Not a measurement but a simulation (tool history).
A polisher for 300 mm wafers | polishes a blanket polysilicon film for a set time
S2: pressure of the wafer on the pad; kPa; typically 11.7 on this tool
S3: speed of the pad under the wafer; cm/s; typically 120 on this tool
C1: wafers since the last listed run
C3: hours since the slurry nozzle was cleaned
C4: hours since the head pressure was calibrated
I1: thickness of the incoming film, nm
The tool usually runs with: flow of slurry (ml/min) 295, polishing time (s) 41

run 1 day=0 | flow_of_slurry_(ml/min)=245 S2=11.7 S3=96 polishing_time_(s)=41 | C1=0 wafers_polished_on_this_pad=851 C3=236.5 C4=896.7 | I1=1238.1 | film_removed_(nm)=215.1
run 2 day=1.125 | flow_of_slurry_(ml/min)=245 S2=11.7 S3=96 polishing_time_(s)=41 | C1=347 wafers_polished_on_this_pad=1199 C3=263.5 C4=923.7 | I1=1218.3 | film_removed_(nm)=219
run 3 day=3.688 | flow_of_slurry_(ml/min)=245 S2=11.7 S3=96 polishing_time_(s)=41 | C1=791 wafers_polished_on_this_pad=1991 C3=325 C4=985.2 | I1=1234.4 | film_removed_(nm)=220.5
-- day=5.208 worn pad replaced by a new one
run 4 day=6.383 | flow_of_slurry_(ml/min)=295 S2=11.7 S3=120 polishing_time_(s)=41 | C1=781 wafers_polished_on_this_pad=363 C3=389.7 C4=1049.9 | I1=1217.3 | film_removed_(nm)=266.1
run 5 day=10.133 | flow_of_slurry_(ml/min)=295 S2=11.7 S3=120 polishing_time_(s)=41 | C1=1159 wafers_polished_on_this_pad=1522 C3=479.7 C4=1139.9 | I1=1228.4 | film_removed_(nm)=267.9
-- day=12.583 worn pad replaced by a new one
run 6 day=12.688 | flow_of_slurry_(ml/min)=295 S2=11.7 S3=120 polishing_time_(s)=51 | C1=737 wafers_polished_on_this_pad=31 C3=541 C4=1201.2 | I1=1216.7 | film_removed_(nm)=334.5
run 7 day=15.504 | flow_of_slurry_(ml/min)=295 S2=11.7 S3=120 polishing_time_(s)=41 | C1=870 wafers_polished_on_this_pad=902 C3=608.6 C4=1268.8 | I1=1232.1 | film_removed_(nm)=271.2
run 8 day=18.471 | flow_of_slurry_(ml/min)=295 S2=11.7 S3=120 polishing_time_(s)=41 | C1=916 wafers_polished_on_this_pad=1819 C3=679.8 C4=1340 | I1=1227.2 | film_removed_(nm)=271.3
-- day=19.592 worn pad replaced by a new one
run 9 day=21 | flow_of_slurry_(ml/min)=195 S2=11.7 S3=120 polishing_time_(s)=45 | C1=730 wafers_polished_on_this_pad=435 C3=740.5 C4=1400.7 | I1=1217 | film_removed_(nm)=282.6
run 10 day=23.038 | flow_of_slurry_(ml/min)=225 S2=9.7 S3=108 polishing_time_(s)=36 | C1=629 wafers_polished_on_this_pad=1065 C3=789.4 C4=1449.6 | I1=1248.7 | film_removed_(nm)=189
-- day=24.138 head pressure recalibrated
-- day=27.896 worn pad replaced by a new one
run 11 day=28.517 | flow_of_slurry_(ml/min)=370 S2=14.5 S3=98 polishing_time_(s)=37 | C1=1616 wafers_polished_on_this_pad=191 C3=920.9 C4=105.1 | I1=1234.9 | film_removed_(nm)=235.3
-- day=28.617 slurry nozzle cleaned
run 12 day=30.129 | flow_of_slurry_(ml/min)=295 S2=11.7 S3=120 polishing_time_(s)=41 | C1=485 wafers_polished_on_this_pad=676 C3=36.3 C4=143.8 | I1=1237.4 | film_removed_(nm)=259.2
run 13 day=32.204 | flow_of_slurry_(ml/min)=325 S2=11.7 S3=120 polishing_time_(s)=30 | C1=641 wafers_polished_on_this_pad=1318 C3=86.1 C4=193.6 | I1=1237.6 | film_removed_(nm)=187.6
run 14 day=34.217 | flow_of_slurry_(ml/min)=295 S2=13.1 S3=120 polishing_time_(s)=41 | C1=622 wafers_polished_on_this_pad=1940 C3=134.4 C4=241.9 | I1=1228.7 | film_removed_(nm)=272.7

Run 15 has not been measured yet. What should we expect?
-- day=37 worn pad replaced by a new one
run 15 day=37.021 | flow_of_slurry_(ml/min)=295 S2=15.2 S3=88 polishing_time_(s)=49 | C1=815 wafers_polished_on_this_pad=5 C3=201.7 C4=309.2 | I1=1256.2 | film_removed_(nm)=?

film removed (nm): 293.2
Had the tool carried no hidden state, the very same run would have given film removed (nm) 290.6.
